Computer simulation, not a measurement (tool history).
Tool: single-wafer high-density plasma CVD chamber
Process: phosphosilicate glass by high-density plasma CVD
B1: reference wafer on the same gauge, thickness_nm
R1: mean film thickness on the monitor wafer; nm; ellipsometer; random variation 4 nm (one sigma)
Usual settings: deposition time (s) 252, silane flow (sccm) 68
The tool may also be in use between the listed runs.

run 1 hour=0 | deposition_time_(s)=252 silane_flow_(sccm)=68 | B1=1719.354 | R1=1739.562
run 2 hour=71.8 | deposition_time_(s)=252 silane_flow_(sccm)=68 | B1=1719.693 | R1=1743.761
run 3 hour=110.9 | deposition_time_(s)=252 silane_flow_(sccm)=68 | B1=1719.943 | R1=1738.254
run 4 hour=153.6 | deposition_time_(s)=252 silane_flow_(sccm)=68 | B1=1719.133 | R1=1739.328
run 5 hour=187.9 | deposition_time_(s)=252 silane_flow_(sccm)=68 | B1=1720.287 | R1=1733.319
run 6 hour=251 | deposition_time_(s)=252 silane_flow_(sccm)=68 | B1=1720.181 | R1=1740.628
run 7 hour=304.5 | deposition_time_(s)=223 silane_flow_(sccm)=68 | B1=1720.254 | R1=1533.563
run 8 hour=374.8 | deposition_time_(s)=252 silane_flow_(sccm)=68 | B1=1720.306 | R1=1740.804
run 9 hour=423.2 | deposition_time_(s)=214 silane_flow_(sccm)=68 | B1=1720.881 | R1=1480.077
run 10 hour=450.5 | deposition_time_(s)=214 silane_flow_(sccm)=68 | B1=1720.361 | R1=1472.452
run 11 hour=498.1 | deposition_time_(s)=252 silane_flow_(sccm)=68 | B1=1720.508 | R1=1738.386
run 12 hour=568.1 | deposition_time_(s)=252 silane_flow_(sccm)=68 | B1=1720.533 | R1=1741.521
run 13 hour=608.5 | deposition_time_(s)=252 silane_flow_(sccm)=68 | B1=1719.7 | R1=1737.966
run 14 hour=661.6 | deposition_time_(s)=235 silane_flow_(sccm)=68 | B1=1719.704 | R1=1616.757
-- hour=672.9 silane flow controller replaced
run 15 hour=689.5 | deposition_time_(s)=206 silane_flow_(sccm)=56 | B1=1720.563 | R1=1169.429
run 16 hour=740.3 | deposition_time_(s)=252 silane_flow_(sccm)=56 | B1=1720.218 | R1=1430.403
run 17 hour=807.3 | deposition_time_(s)=270 silane_flow_(sccm)=78 | B1=1720.333 | R1=2142.58
run 18 hour=848.3 | deposition_time_(s)=204 silane_flow_(sccm)=80 | B1=1719.447 | R1=1660.323
run 19 hour=878.1 | deposition_time_(s)=272 silane_flow_(sccm)=68 | B1=1719.614 | R1=1876.294
run 20 hour=906.3 | deposition_time_(s)=237 silane_flow_(sccm)=76 | B1=1719.956 | R1=1834.018
run 21 hour=966.6 | deposition_time_(s)=252 silane_flow_(sccm)=68 | B1=1720.294 | R1=1739.577
-- hour=986.4 gauge calibrated
run 22 hour=1022.1 | deposition_time_(s)=252 silane_flow_(sccm)=68 | B1=1720.898 | R1=1735.174
run 23 hour=1077.1 | deposition_time_(s)=252 silane_flow_(sccm)=68 | B1=1719.342 | R1=1742.561
run 24 hour=1102.1 | deposition_time_(s)=252 silane_flow_(sccm)=68 | B1=1719.804 | R1=1738.864
run 25 hour=1172.3 | deposition_time_(s)=205 silane_flow_(sccm)=56 | B1=1721.033 | R1=1166.975

The next listed run, before its measurement:
run 26 hour=1203.9 | deposition_time_(s)=225 silane_flow_(sccm)=75 | B1=? | R1=?

Run 26 gave B1 1720.005, R1 1718.643 nm.
Without the tool's hidden state the same run would have given R1 1718.643 nm.
